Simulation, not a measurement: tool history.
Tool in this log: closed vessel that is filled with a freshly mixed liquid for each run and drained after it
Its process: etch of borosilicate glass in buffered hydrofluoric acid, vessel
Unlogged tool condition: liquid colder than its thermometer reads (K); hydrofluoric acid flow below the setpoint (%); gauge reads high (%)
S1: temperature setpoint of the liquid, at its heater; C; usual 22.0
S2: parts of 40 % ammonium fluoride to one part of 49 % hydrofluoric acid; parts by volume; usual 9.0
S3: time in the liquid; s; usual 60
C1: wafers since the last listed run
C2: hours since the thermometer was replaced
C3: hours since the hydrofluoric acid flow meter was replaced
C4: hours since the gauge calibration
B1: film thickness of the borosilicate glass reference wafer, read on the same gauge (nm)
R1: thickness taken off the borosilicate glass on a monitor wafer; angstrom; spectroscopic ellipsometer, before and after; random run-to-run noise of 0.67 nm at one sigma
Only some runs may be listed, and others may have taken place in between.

run 1 hour=0.0 | S1=22.0 S2=9.0 S3=60 | C1=0 C2=1742.7 C3=1481.2 C4=199.3 | B1=71.91 | R1=750.0
run 2 hour=34.2 | S1=22.0 S2=9.0 S3=35 | C1=3601 C2=1776.9 C3=1515.4 C4=233.5 | B1=72.07 | R1=438.9
run 3 hour=93.9 | S1=22.0 S2=9.0 S3=35 | C1=6287 C2=1836.6 C3=1575.1 C4=293.2 | B1=72.34 | R1=438.5
run 4 hour=163.4 | S1=22.0 S2=9.0 S3=60 | C1=7319 C2=1906.1 C3=1644.6 C4=362.7 | B1=72.57 | R1=753.8
run 5 hour=219.7 | S1=22.0 S2=9.0 S3=60 | C1=5929 C2=1962.4 C3=1700.9 C4=419.0 | B1=72.74 | R1=744.7
run 6 hour=273.5 | S1=22.0 S2=9.0 S3=60 | C1=5666 C2=2016.2 C3=1754.7 C4=472.8 | B1=72.88 | R1=764.4
run 7 hour=408.8 | S1=22.0 S2=9.0 S3=60 | C1=14249 C2=2151.5 C3=1890.0 C4=608.1 | B1=73.16 | R1=762.8
run 8 hour=464.5 | S1=22.0 S2=9.0 S3=60 | C1=5866 C2=2207.2 C3=1945.7 C4=663.8 | B1=73.23 | R1=761.1
run 9 hour=497.2 | S1=22.0 S2=6.5 S3=70 | C1=3443 C2=2239.9 C3=1978.4 C4=696.5 | B1=73.27 | R1=1250.0
run 10 hour=525.3 | S1=22.0 S2=6.5 S3=70 | C1=2959 C2=2268.0 C3=2006.5 C4=724.6 | B1=73.31 | R1=1248.2
run 11 hour=586.9 | S1=22.0 S2=6.5 S3=70 | C1=6487 C2=2329.6 C3=2068.1 C4=786.2 | B1=73.39 | R1=1257.5
run 12 hour=641.5 | S1=22.0 S2=9.0 S3=60 | C1=5750 C2=2384.2 C3=2122.7 C4=840.8 | B1=73.43 | R1=766.1
run 13 hour=685.4 | S1=22.0 S2=12.0 S3=60 | C1=4623 C2=2428.1 C3=2166.6 C4=884.7 | B1=73.48 | R1=595.5
-- hour=704.0 hydrofluoric acid flow meter replaced
run 14 hour=721.2 | S1=25.5 S2=6.5 S3=45 | C1=3665 C2=2463.9 C3=17.2 C4=920.5 | B1=73.49 | R1=978.3
run 15 hour=745.7 | S1=22.0 S2=9.0 S3=60 | C1=2580 C2=2488.4 C3=41.7 C4=945.0 | B1=73.50 | R1=766.9
run 16 hour=810.0 | S1=22.0 S2=9.0 S3=60 | C1=6772 C2=2552.7 C3=106.0 C4=1009.3 | B1=73.54 | R1=756.1
run 17 hour=849.0 | S1=20.5 S2=7.0 S3=30 | C1=4107 C2=2591.7 C3=145.0 C4=1048.3 | B1=73.55 | R1=466.3
-- hour=922.4 thermometer replaced
-- hour=980.8 gauge calibrated
run 18 hour=1046.6 | S1=17.0 S2=12.0 S3=70 | C1=20705 C2=124.2 C3=342.6 C4=65.8 | B1=70.65 | R1=515.8
run 19 hour=1116.1 | S1=25.5 S2=9.0 S3=60 | C1=7319 C2=193.7 C3=412.1 C4=135.3 | B1=71.12 | R1=888.2
run 20 hour=1187.5 | S1=25.5 S2=5.5 S3=40 | C1=7519 C2=265.1 C3=483.5 C4=206.7 | B1=71.51 | R1=965.2
run 21 hour=1216.0 | S1=22.0 S2=9.0 S3=60 | C1=3001 C2=293.6 C3=512.0 C4=235.2 | B1=71.63 | R1=749.2
run 22 hour=1259.7 | S1=26.0 S2=11.5 S3=60 | C1=4602 C2=337.3 C3=555.7 C4=278.9 | B1=71.84 | R1=742.3

For some of the steps in R1 from one run to the next: how much would appear even if the tool had no hidden state, given the settings, what came in and random variation, and how much remains for the hidden state plus any gauge scatter that the measured result and the result without hidden state don't share?
Run 8 -> 9: S2 9.0 -> 6.5, S3 60 -> 70. R1 +488.9 angstrom: hidden state +22.3, all else +466.6.
Run 11 -> 12: S2 6.5 -> 9.0, S3 70 -> 60. R1 -491.4 angstrom: hidden state -22.1, all else -469.3.
